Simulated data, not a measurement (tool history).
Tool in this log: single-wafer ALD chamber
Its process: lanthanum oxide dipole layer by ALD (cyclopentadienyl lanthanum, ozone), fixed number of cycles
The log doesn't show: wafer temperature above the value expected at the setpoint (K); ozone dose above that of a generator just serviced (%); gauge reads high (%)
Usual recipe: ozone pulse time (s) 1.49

run   hour  ozone pulse time (s)  wafers since the last listed run  hours since the last thermocouple change  hours since the last ozone generator service  hours since the showerhead was replaced  hours since the gauge calibration  read-back reference wafer on the same gauge, thickness_nm  mean film thickness on the monitor wafer (angstrom)
  1      0                  1.65                                 0                                    1705.3                                        1749.8                                   3094.1                              698.3                                                      0.654                                                 6.32
  2   34.4                  1.81                               912                                    1739.7                                        1784.2                                   3128.5                              732.7                                                      0.656                                                 6.39
  3   54.7                  1.81                               538                                      1760                                        1804.5                                   3148.8                                753                                                      0.655                                                 6.44
  4   82.5                  1.81                               737                                    1787.8                                        1832.3                                   3176.6                              780.8                                                      0.656                                                 6.41
  5  104.8                  1.84                               591                                    1810.1                                        1854.6                                   3198.9                              803.1                                                      0.656                                                 6.42
  6  136.6                  1.84                               843                                    1841.9                                        1886.4                                   3230.7                              834.9                                                      0.655                                                 6.42
  7  157.8                  1.64                               562                                    1863.1                                        1907.6                                   3251.9                              856.1                                                      0.654                                                 6.25
  8  173.4                  1.64                               413                                    1878.7                                        1923.2                                   3267.5                              871.7                                                      0.656                                                 6.26
     196.6  -- showerhead replaced
  9  197.1                  1.16                               416                                    1902.4                                        1946.9                                      0.5                              895.4                                                      0.656                                                 5.62
 10  221.7                  1.49                               652                                      1927                                        1971.5                                     25.1                                920                                                      0.656                                                 6.12
 11  240.5                  1.49                               498                                    1945.8                                        1990.3                                     43.9                              938.8                                                      0.658                                                 6.09
     266.3  -- thermocouple changed; heater temperature recalibrated
 12  272.5                  0.92                               636                                       6.2                                        2022.3                                     75.9                              970.8                                                      0.656                                                 5.05
 13  285.6                  1.49                               347                                      19.3                                        2035.4                                       89                              983.9                                                      0.657                                                 6.12
 14  314.9                  1.49                               776                                      48.6                                        2064.7                                    118.3                             1013.2                                                      0.655                                                 6.09
 15  344.9                  1.05                               795                                      78.6                                        2094.7                                    148.3                             1043.2                                                      0.656                                                 5.34
 16  378.5                  1.32                               890                                     112.2                                        2128.3                                    181.9                             1076.8                                                      0.657                                                 5.83
     399.5  -- ozone generator serviced
 17    400                  1.17                               357                                     133.7                                           0.5                                    203.4                             1098.3                                                      0.655                                                 6.12
 18  427.5                  1.34                               729                                     161.2                                            28                                    230.9                             1125.8                                                      0.656                                                 6.32
 19    463                  0.91                               941                                     196.7                                          63.5                                    266.4                             1161.3                                                      0.656                                                 5.59
 20  497.4                  1.74                               912                                     231.1                                          97.9                                    300.8                             1195.7                                                      0.656                                                 6.57
 21  526.9                  1.03                               782                                     260.6                                         127.4                                    330.3                             1225.2                                                      0.657                                                 5.83
 22  552.6                  1.49                               681                                     286.3                                         153.1                                      356                             1250.9                                                      0.657                                                 6.39
 23  586.3                  0.94                               893                                       320                                         186.8                                    389.7                             1284.6                                                      0.657                                                 5.61
 24  617.6                  1.49                               829                                     351.3                                         218.1                                      421                             1315.9                                                      0.656                                                  6.4
     628.8  -- gauge calibrated
 25  645.8                     2                               747                                     379.5                                         246.3                                    449.2                                 17                                                      0.656                                                 6.63
 26  659.4                  1.49                               360                                     393.1                                         259.9                                    462.8                               30.6                                                      0.655                                                 6.43
 27    695                  1.85                               943                                     428.7                                         295.5                                    498.4                               66.2                                                      0.656                                                 6.62
 28  724.3                  0.93                               776                                       458                                         324.8                                    527.7                               95.5                                                      0.657                                                 5.58
 29  756.3                   1.2                               848                                       490                                         356.8                                    559.7                              127.5                                                      0.657                                                 6.06
 30  786.3                  1.82                               795                                       520                                         386.8                                    589.7                              157.5                                                      0.655                                                 6.56
 31  817.8                  1.49                               835                                     551.5                                         418.3                                    621.2                                189                                                      0.656                                                 6.39
 32  850.7                  1.49                               872                                     584.4                                         451.2                                    654.1                              221.9                                                      0.657                                                  6.4
 33  870.6                  0.96                               527                                     604.3                                         471.1                                      674                              241.8                                                      0.655                                                 5.64
 34  891.3                   0.9                               548                                       625                                         491.8                                    694.7                              262.5                                                      0.655                                                 5.44
 35  912.6                  1.23                               564                                     646.3                                         513.1                                      716                              283.8                                                      0.656                                                 6.07

What if the next run were any one of these 3? Each begins from the tool's condition after run 35:
  A   913                  2.02                                10                                     646.7                                         513.5                                    716.4                              284.2                                                          ?                                                    ?
  B   913                  1.87                                10                                     646.7                                         513.5                                    716.4                              284.2                                                          ?                                                    ?
  C   913                  0.99                                10                                     646.7                                         513.5                                    716.4                              284.2                                                          ?                                                    ?

run  read-back reference wafer on the same gauge, thickness_nm  mean film thickness on the monitor wafer (angstrom)
  A                                                      0.655                                                 6.69
  B                                                      0.655                                                 6.64
  C                                                      0.655                                                 5.71
With no hidden state in the tool, these same runs would have given:
run  mean film thickness on the monitor wafer (angstrom)
  A                                                 6.73
  B                                                 6.69
  C                                                 5.86

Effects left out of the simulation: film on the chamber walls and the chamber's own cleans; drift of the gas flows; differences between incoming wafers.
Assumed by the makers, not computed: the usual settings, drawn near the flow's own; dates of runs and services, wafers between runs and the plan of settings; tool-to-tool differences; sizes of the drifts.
